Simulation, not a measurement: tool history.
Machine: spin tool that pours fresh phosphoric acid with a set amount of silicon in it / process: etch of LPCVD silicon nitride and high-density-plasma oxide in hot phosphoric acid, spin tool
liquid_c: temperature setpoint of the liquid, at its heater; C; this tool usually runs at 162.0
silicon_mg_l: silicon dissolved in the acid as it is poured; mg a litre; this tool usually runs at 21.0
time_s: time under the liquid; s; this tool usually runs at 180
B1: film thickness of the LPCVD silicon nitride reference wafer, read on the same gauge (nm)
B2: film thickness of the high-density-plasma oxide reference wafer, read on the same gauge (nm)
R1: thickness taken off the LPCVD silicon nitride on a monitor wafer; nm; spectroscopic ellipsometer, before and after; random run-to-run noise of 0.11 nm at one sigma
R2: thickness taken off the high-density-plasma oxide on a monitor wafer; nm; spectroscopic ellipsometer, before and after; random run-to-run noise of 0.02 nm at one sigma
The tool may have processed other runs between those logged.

Run 1, hour 0.0: usual settings; B1 80.02; B2 149.991. Result: R1 15.72 nm, R2 0.557 nm.
Run 2, hour 27.1: usual settings but time_s 215 s; B1 80.00; B2 150.067. Result: R1 18.72 nm, R2 0.672 nm.
Run 3, hour 60.2: usual settings; B1 80.01; B2 150.024. Result: R1 15.89 nm, R2 0.570 nm.
Run 4, hour 90.9: usual settings; B1 80.00; B2 150.023. Result: R1 15.56 nm, R2 0.576 nm.
Run 5, hour 154.9: usual settings but liquid_c 160.0 C, time_s 100 s; B1 79.98; B2 150.044. Result: R1 8.16 nm, R2 0.263 nm.
Run 6, hour 205.4: usual settings but liquid_c 160.0 C, time_s 100 s; B1 80.01; B2 150.028. Result: R1 8.11 nm, R2 0.268 nm.
Run 7, hour 232.3: usual settings but liquid_c 160.5 C; B1 79.96; B2 150.006. Result: R1 14.87 nm, R2 0.513 nm.
At hour 240.4: heated supply line repaired.
At hour 276.2: gauge calibrated.
Run 8, hour 291.9: usual settings; B1 79.97; B2 149.969. Result: R1 17.72 nm, R2 0.760 nm.
Run 9, hour 320.5: usual settings; B1 80.01; B2 150.017. Result: R1 17.73 nm, R2 0.740 nm.
At hour 338.5: dissolved silicon flow meter replaced.
Run 10, hour 355.1: usual settings but time_s 215 s; B1 80.01; B2 149.980. Result: R1 21.35 nm, R2 0.872 nm.
Run 11, hour 415.8: usual settings but liquid_c 159.0 C, silicon_mg_l 5.0 mg a litre, time_s 150 s; B1 80.01; B2 150.016. Result: R1 13.36 nm, R2 0.708 nm.
Run 12, hour 449.8: usual settings but liquid_c 164.5 C, silicon_mg_l 29.5 mg a litre, time_s 210 s; B1 80.01; B2 149.973. Result: R1 22.32 nm, R2 0.740 nm.
At hour 471.1: thermometer replaced.
Run 13, hour 495.3: usual settings but liquid_c 159.5 C, silicon_mg_l 36.5 mg a litre; B1 80.02; B2 149.973. Result: R1 16.32 nm, R2 0.327 nm.
Run 14, hour 559.9: usual settings but time_s 275 s; B1 79.99; B2 150.024. Result: R1 26.86 nm, R2 1.145 nm.
Run 15, hour 586.2: usual settings but liquid_c 164.0 C, silicon_mg_l 11.5 mg a litre, time_s 105 s; B1 79.99; B2 150.067. Result: R1 10.80 nm, R2 0.628 nm.
Run 16, hour 625.8: usual settings but liquid_c 159.5 C, silicon_mg_l 36.5 mg a litre; B1 80.02; B2 150.018. Result: R1 16.24 nm, R2 0.340 nm.
Run 17, hour 659.5: usual settings but liquid_c 163.5 C, silicon_mg_l 12.5 mg a litre; B1 80.00; B2 149.999. Result: R1 18.65 nm, R2 0.976 nm.
Run 18, hour 717.1: usual settings but liquid_c 160.5 C, time_s 140 s; B1 80.02; B2 150.042. Result: R1 13.04 nm, R2 0.503 nm.

Forecast each of these 4 alternatives for the next run:
Run A, hour 717.6: usual settings; B1 ?; B2 ?. Result: R1 ?, R2 ?.
Run B, hour 717.6: usual settings but liquid_c 163.5 C, silicon_mg_l 11.0 mg a litre, time_s 115 s; B1 ?; B2 ?. Result: R1 ?, R2 ?.
Run C, hour 717.6: usual settings but silicon_mg_l 27.0 mg a litre; B1 ?; B2 ?. Result: R1 ?, R2 ?.
Run D, hour 717.6: usual settings but liquid_c 165.0 C, time_s 85 s; B1 ?; B2 ?. Result: R1 ?, R2 ?.

run     B1       B2     R1     R2
  A  80.00  150.030  17.50  0.707
  B  80.00  150.030  11.75  0.652
  C  80.00  150.030  17.50  0.582
  D  80.00  150.030   9.13  0.416
Without the tool's hidden state the same runs would have given:
run     R1     R2
  A  18.21  0.772
  B  12.23  0.712
  C  18.21  0.636
  D   9.50  0.454
